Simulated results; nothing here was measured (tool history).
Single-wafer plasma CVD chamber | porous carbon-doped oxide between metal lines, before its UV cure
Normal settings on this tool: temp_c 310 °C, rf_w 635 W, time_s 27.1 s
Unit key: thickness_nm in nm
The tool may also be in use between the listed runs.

run,hour,temp_c,rf_w,time_s,wafers since the last listed run,hours since the last thermocouple change,hours since the last RF generator calibration,hours since the showerhead was replaced,hours since the gauge calibration,"read-back reference wafer on the same gauge, thickness_nm",thickness_nm
1,0.0,310,635,27.1,0,1833.2,1517.3,2297.9,141.8,154.829,134.622
2,37.6,310,635,27.1,973,1870.8,1554.9,2335.5,179.4,154.792,135.521
3,95.9,310,635,27.1,1509,1929.1,1613.2,2393.8,237.7,154.943,133.725
4,139.2,310,635,27.1,1120,1972.4,1656.5,2437.1,281.0,154.961,133.158
5,205.2,310,635,27.1,1708,2038.4,1722.5,2503.1,347.0,154.906,133.477
6,249.1,310,635,29.6,1136,2082.3,1766.4,2547.0,390.9,154.674,144.363
7,284.9,310,635,29.6,926,2118.1,1802.2,2582.8,426.7,155.414,143.616
# hour 357.3: RF generator calibrated
8,441.0,310,635,29.6,3834,2274.2,83.7,2738.9,582.8,155.182,155.079
9,482.6,310,635,27.1,1076,2315.8,125.3,2780.5,624.4,155.166,144.037
10,509.7,310,635,27.1,701,2342.9,152.4,2807.6,651.5,154.874,142.416
11,546.2,310,635,27.1,944,2379.4,188.9,2844.1,688.0,154.633,142.538
12,593.3,310,545,27.1,1219,2426.5,236.0,2891.2,735.1,155.187,122.976
13,644.4,310,635,30.1,1322,2477.6,287.1,2942.3,786.2,154.929,160.054
14,714.6,310,635,27.1,1817,2547.8,357.3,3012.5,856.4,154.810,143.831
15,782.8,310,635,27.1,1765,2616.0,425.5,3080.7,924.6,154.957,143.580
# hour 786.4: gauge calibrated
# hour 814.2: thermocouple changed; heater temperature recalibrated
16,837.0,310,635,27.1,1196,22.8,479.7,3134.9,50.6,155.099,143.134
# hour 848.3: showerhead replaced, of another model than before
17,896.6,315,535,32.5,1335,82.4,539.3,48.3,110.2,154.707,151.213
18,926.4,310,515,23.4,771,112.2,569.1,78.1,140.0,154.741,110.095
19,984.0,310,635,30.5,1491,169.8,626.7,135.7,197.6,155.122,160.851
20,1028.9,310,635,27.1,1162,214.7,671.6,180.6,242.5,154.727,143.895
21,1058.1,323,560,30.0,755,243.9,700.8,209.8,271.7,155.174,137.641
22,1097.9,323,530,27.1,1030,283.7,740.6,249.6,311.5,155.176,119.274
23,1159.8,310,520,29.9,1602,345.6,802.5,311.5,373.4,154.998,140.555
24,1190.6,298,675,29.3,797,376.4,833.3,342.3,404.2,155.323,173.334

Predict each of these 4 candidate next runs independently; none follows another, all start after run 24:
A,1191.0,310,635,27.1,10,376.8,833.7,342.7,404.6,?,?
B,1191.0,299,635,27.1,10,376.8,833.7,342.7,404.6,?,?
C,1191.0,303,570,29.8,10,376.8,833.7,342.7,404.6,?,?
D,1191.0,305,575,24.4,10,376.8,833.7,342.7,404.6,?,?

run,"read-back reference wafer on the same gauge, thickness_nm",thickness_nm
A,155.081,142.087
B,155.081,152.015
C,155.081,152.326
D,155.081,124.637
With the hidden condition removed and each run's random variation left untouched, the same runs would have given:
run,thickness_nm
A,143.992
B,154.054
C,154.369
D,126.308
